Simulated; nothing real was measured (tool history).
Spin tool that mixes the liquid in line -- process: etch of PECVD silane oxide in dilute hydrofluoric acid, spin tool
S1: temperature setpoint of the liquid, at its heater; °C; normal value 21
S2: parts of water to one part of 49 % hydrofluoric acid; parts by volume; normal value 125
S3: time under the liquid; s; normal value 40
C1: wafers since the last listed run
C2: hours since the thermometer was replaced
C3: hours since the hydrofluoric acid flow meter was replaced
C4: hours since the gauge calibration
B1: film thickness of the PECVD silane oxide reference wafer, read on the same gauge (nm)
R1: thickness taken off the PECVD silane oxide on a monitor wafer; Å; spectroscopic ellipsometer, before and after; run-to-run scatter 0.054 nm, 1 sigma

{"run": 1, "hour": 0.0, "S1": 21, "S2": 125, "S3": 40, "C1": 0, "C2": 1507.9, "C3": 69.4, "C4": 357.8, "B1": 100.01, "R1": 129.8}
{"run": 2, "hour": 27.5, "S1": 21, "S2": 125, "S3": 40, "C1": 358, "C2": 1535.4, "C3": 96.9, "C4": 385.3, "B1": 99.98, "R1": 131.3}
{"run": 3, "hour": 53.8, "S1": 21, "S2": 125, "S3": 40, "C1": 342, "C2": 1561.7, "C3": 123.2, "C4": 411.6, "B1": 99.99, "R1": 130.1}
{"run": 4, "hour": 104.9, "S1": 21, "S2": 125, "S3": 40, "C1": 665, "C2": 1612.8, "C3": 174.3, "C4": 462.7, "B1": 100.02, "R1": 130.1}
{"run": 5, "hour": 162.8, "S1": 21, "S2": 125, "S3": 30, "C1": 754, "C2": 1670.7, "C3": 232.2, "C4": 520.6, "B1": 100.01, "R1": 97.7}
{"run": 6, "hour": 203.4, "S1": 21, "S2": 125, "S3": 30, "C1": 529, "C2": 1711.3, "C3": 272.8, "C4": 561.2, "B1": 100, "R1": 97.2}
{"run": 7, "hour": 229.5, "S1": 21, "S2": 125, "S3": 40, "C1": 340, "C2": 1737.4, "C3": 298.9, "C4": 587.3, "B1": 100.04, "R1": 129.8}
{"run": 8, "hour": 299.1, "S1": 21, "S2": 125, "S3": 40, "C1": 907, "C2": 1807, "C3": 368.5, "C4": 656.9, "B1": 99.99, "R1": 129.2}
{"run": 9, "hour": 353.9, "S1": 21, "S2": 125, "S3": 40, "C1": 714, "C2": 1861.8, "C3": 423.3, "C4": 711.7, "B1": 100.01, "R1": 129.8}
{"run": 10, "hour": 412.0, "S1": 21, "S2": 125, "S3": 40, "C1": 757, "C2": 1919.9, "C3": 481.4, "C4": 769.8, "B1": 99.95, "R1": 129.8}
{"run": 11, "hour": 470.4, "S1": 21, "S2": 125, "S3": 40, "C1": 761, "C2": 1978.3, "C3": 539.8, "C4": 828.2, "B1": 100.01, "R1": 128.8}
{"hour": 481.1, "done": "gauge calibrated"}
{"run": 12, "hour": 540.5, "S1": 23, "S2": 155, "S3": 20, "C1": 913, "C2": 2048.4, "C3": 609.9, "C4": 59.4, "B1": 99.98, "R1": 54.3}
{"run": 13, "hour": 583.7, "S1": 21, "S2": 125, "S3": 50, "C1": 563, "C2": 2091.6, "C3": 653.1, "C4": 102.6, "B1": 99.97, "R1": 161.4}
{"hour": 591.2, "done": "hydrofluoric acid flow meter replaced"}
{"run": 14, "hour": 611.8, "S1": 21, "S2": 125, "S3": 40, "C1": 353, "C2": 2119.7, "C3": 20.6, "C4": 130.7, "B1": 100.01, "R1": 129.4}
{"run": 15, "hour": 658.3, "S1": 24.5, "S2": 80, "S3": 40, "C1": 606, "C2": 2166.2, "C3": 67.1, "C4": 177.2, "B1": 100.02, "R1": 243.1}
{"run": 16, "hour": 689.5, "S1": 26, "S2": 125, "S3": 50, "C1": 406, "C2": 2197.4, "C3": 98.3, "C4": 208.4, "B1": 100.02, "R1": 194.7}
{"hour": 722.2, "done": "thermometer replaced"}
{"run": 17, "hour": 745.4, "S1": 17, "S2": 125, "S3": 40, "C1": 715, "C2": 23.2, "C3": 154.2, "C4": 264.3, "B1": 99.99, "R1": 106.5}
{"run": 18, "hour": 960.8, "S1": 22.5, "S2": 125, "S3": 60, "C1": 2807, "C2": 238.6, "C3": 369.6, "C4": 479.7, "B1": 100.01, "R1": 200}
{"hour": 981.4, "done": "thermometer replaced, repeated, since the last time left the tool worse"}
{"run": 19, "hour": 988.6, "S1": 21, "S2": 160, "S3": 20, "C1": 349, "C2": 7.2, "C3": 397.4, "C4": 507.5, "B1": 100, "R1": 50.4}
{"run": 20, "hour": 1045.8, "S1": 17.5, "S2": 155, "S3": 40, "C1": 745, "C2": 64.4, "C3": 454.6, "C4": 564.7, "B1": 100.03, "R1": 90.9}
{"run": 21, "hour": 1074.8, "S1": 23, "S2": 125, "S3": 40, "C1": 377, "C2": 93.4, "C3": 483.6, "C4": 593.7, "B1": 99.98, "R1": 145.1}

Predict each of these 5 candidate next runs independently; none follows another, all start after run 21:
{"run": "A", "hour": 1075.2, "S1": 21, "S2": 85, "S3": 40, "C1": 5, "C2": 93.8, "C3": 484, "C4": 594.1, "B1": "?", "R1": "?"}
{"run": "B", "hour": 1075.2, "S1": 25, "S2": 170, "S3": 25, "C1": 5, "C2": 93.8, "C3": 484, "C4": 594.1, "B1": "?", "R1": "?"}
{"run": "C", "hour": 1075.2, "S1": 19, "S2": 165, "S3": 20, "C1": 5, "C2": 93.8, "C3": 484, "C4": 594.1, "B1": "?", "R1": "?"}
{"run": "D", "hour": 1075.2, "S1": 21, "S2": 95, "S3": 25, "C1": 5, "C2": 93.8, "C3": 484, "C4": 594.1, "B1": "?", "R1": "?"}
{"run": "E", "hour": 1075.2, "S1": 18, "S2": 95, "S3": 65, "C1": 5, "C2": 93.8, "C3": 484, "C4": 594.1, "B1": "?", "R1": "?"}

run=A B1=99.98 R1=204.4
run=B B1=99.98 R1=67.8
run=C B1=99.98 R1=44.5
run=D B1=99.98 R1=113
run=E B1=99.98 R1=259.4
Stripped of hidden state, with their random variation kept, the same runs would have yielded:
run=A R1=204.8
run=B R1=67.9
run=C R1=44.6
run=D R1=113.2
run=E R1=260
